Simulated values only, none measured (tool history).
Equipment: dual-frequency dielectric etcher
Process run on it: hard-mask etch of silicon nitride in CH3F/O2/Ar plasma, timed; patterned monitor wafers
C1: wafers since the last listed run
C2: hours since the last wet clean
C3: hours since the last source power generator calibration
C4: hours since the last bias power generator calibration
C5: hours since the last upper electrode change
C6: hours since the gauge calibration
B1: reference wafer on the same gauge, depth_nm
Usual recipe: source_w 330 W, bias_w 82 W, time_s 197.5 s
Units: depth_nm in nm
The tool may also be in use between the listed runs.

run 1 hour=0 | source_w=310 bias_w=76 time_s=197.5 | C1=0 C2=276.8 C3=4509.2 C4=755.8 C5=2229.5 C6=685.6 | B1=162.8 | depth_nm=135.1
run 2 hour=33.9 | source_w=310 bias_w=76 time_s=197.5 | C1=150 C2=310.7 C3=4543.1 C4=789.7 C5=2263.4 C6=719.5 | B1=163.1 | depth_nm=135.7
run 3 hour=67.5 | source_w=310 bias_w=76 time_s=197.5 | C1=149 C2=344.3 C3=4576.7 C4=823.3 C5=2297 C6=753.1 | B1=162.9 | depth_nm=136.8
run 4 hour=118.9 | source_w=330 bias_w=82 time_s=197.5 | C1=228 C2=395.7 C3=4628.1 C4=874.7 C5=2348.4 C6=804.5 | B1=163 | depth_nm=146
run 5 hour=173.2 | source_w=330 bias_w=82 time_s=197.5 | C1=240 C2=450 C3=4682.4 C4=929 C5=2402.7 C6=858.8 | B1=163 | depth_nm=147.5
-- hour=229.6 wet clean of the chamber
run 6 hour=303.8 | source_w=360 bias_w=82 time_s=197.5 | C1=472 C2=74.2 C3=4813 C4=1059.6 C5=2533.3 C6=989.4 | B1=163 | depth_nm=145.8
run 7 hour=357.9 | source_w=360 bias_w=82 time_s=197.5 | C1=240 C2=128.3 C3=4867.1 C4=1113.7 C5=2587.4 C6=1043.5 | B1=162.8 | depth_nm=148.5
run 8 hour=406.1 | source_w=360 bias_w=82 time_s=197.5 | C1=213 C2=176.5 C3=4915.3 C4=1161.9 C5=2635.6 C6=1091.7 | B1=163.1 | depth_nm=148.6
run 9 hour=468.1 | source_w=330 bias_w=69 time_s=174 | C1=275 C2=238.5 C3=4977.3 C4=1223.9 C5=2697.6 C6=1153.7 | B1=162.8 | depth_nm=117.8
run 10 hour=530.5 | source_w=330 bias_w=69 time_s=174 | C1=276 C2=300.9 C3=5039.7 C4=1286.3 C5=2760 C6=1216.1 | B1=162.9 | depth_nm=119.9
-- hour=543.4 gauge calibrated
-- hour=619.9 upper electrode replaced
run 11 hour=620.4 | source_w=330 bias_w=97 time_s=160.5 | C1=292 C2=390.8 C3=5129.6 C4=1376.2 C5=0.5 C6=77 | B1=163 | depth_nm=125.9
-- hour=647.1 wet clean of the chamber
run 12 hour=648.8 | source_w=280 bias_w=96 time_s=197.5 | C1=19 C2=1.7 C3=5158 C4=1404.6 C5=28.9 C6=105.4 | B1=162.9 | depth_nm=133.2
run 13 hour=683.6 | source_w=330 bias_w=68 time_s=197.5 | C1=154 C2=36.5 C3=5192.8 C4=1439.4 C5=63.7 C6=140.2 | B1=163.2 | depth_nm=132.5
-- hour=700.2 bias power generator calibrated
run 14 hour=727 | source_w=370 bias_w=82 time_s=197.5 | C1=174 C2=79.9 C3=5236.2 C4=26.8 C5=107.1 C6=183.6 | B1=163.1 | depth_nm=149.2
-- hour=760.4 source power generator calibrated
run 15 hour=765.5 | source_w=330 bias_w=82 time_s=197.5 | C1=153 C2=118.4 C3=5.1 C4=65.3 C5=145.6 C6=222.1 | B1=163 | depth_nm=140.9
run 16 hour=818.2 | source_w=310 bias_w=65 time_s=197.5 | C1=233 C2=171.1 C3=57.8 C4=118 C5=198.3 C6=274.8 | B1=162.8 | depth_nm=125.6
run 17 hour=881.7 | source_w=330 bias_w=82 time_s=242 | C1=281 C2=234.6 C3=121.3 C4=181.5 C5=261.8 C6=338.3 | B1=163.1 | depth_nm=177
run 18 hour=909.5 | source_w=250 bias_w=70 time_s=148 | C1=123 C2=262.4 C3=149.1 C4=209.3 C5=289.6 C6=366.1 | B1=162.8 | depth_nm=83.9
run 19 hour=964.4 | source_w=330 bias_w=67 time_s=197.5 | C1=243 C2=317.3 C3=204 C4=264.2 C5=344.5 C6=421 | B1=163 | depth_nm=135.7
run 20 hour=1025.9 | source_w=270 bias_w=69 time_s=222 | C1=272 C2=378.8 C3=265.5 C4=325.7 C5=406 C6=482.5 | B1=162.9 | depth_nm=136.9
run 21 hour=1080.6 | source_w=330 bias_w=82 time_s=197.5 | C1=242 C2=433.5 C3=320.2 C4=380.4 C5=460.7 C6=537.2 | B1=163.1 | depth_nm=145

For each run, what was the tool's unlogged condition?
source power that arrives over what is set, %: 0 at every run
bias power that arrives over what is set, %: 0 at every run
gauge reads high (%): 0 at every run
H1: etch rate over this chamber's usual, %
run=1 H1=3.41
run=2 H1=3.81
run=3 H1=4.22
run=4 H1=4.83
run=5 H1=5.49
run=6 H1=0.635
run=7 H1=1.29
run=8 H1=1.87
run=9 H1=2.61
run=10 H1=3.36
run=11 H1=4.44
run=12 H1=0.213
run=13 H1=0.632
run=14 H1=1.15
run=15 H1=1.62
run=16 H1=2.25
run=17 H1=3.01
run=18 H1=3.35
run=19 H1=4.01
run=20 H1=4.75
run=21 H1=5.41
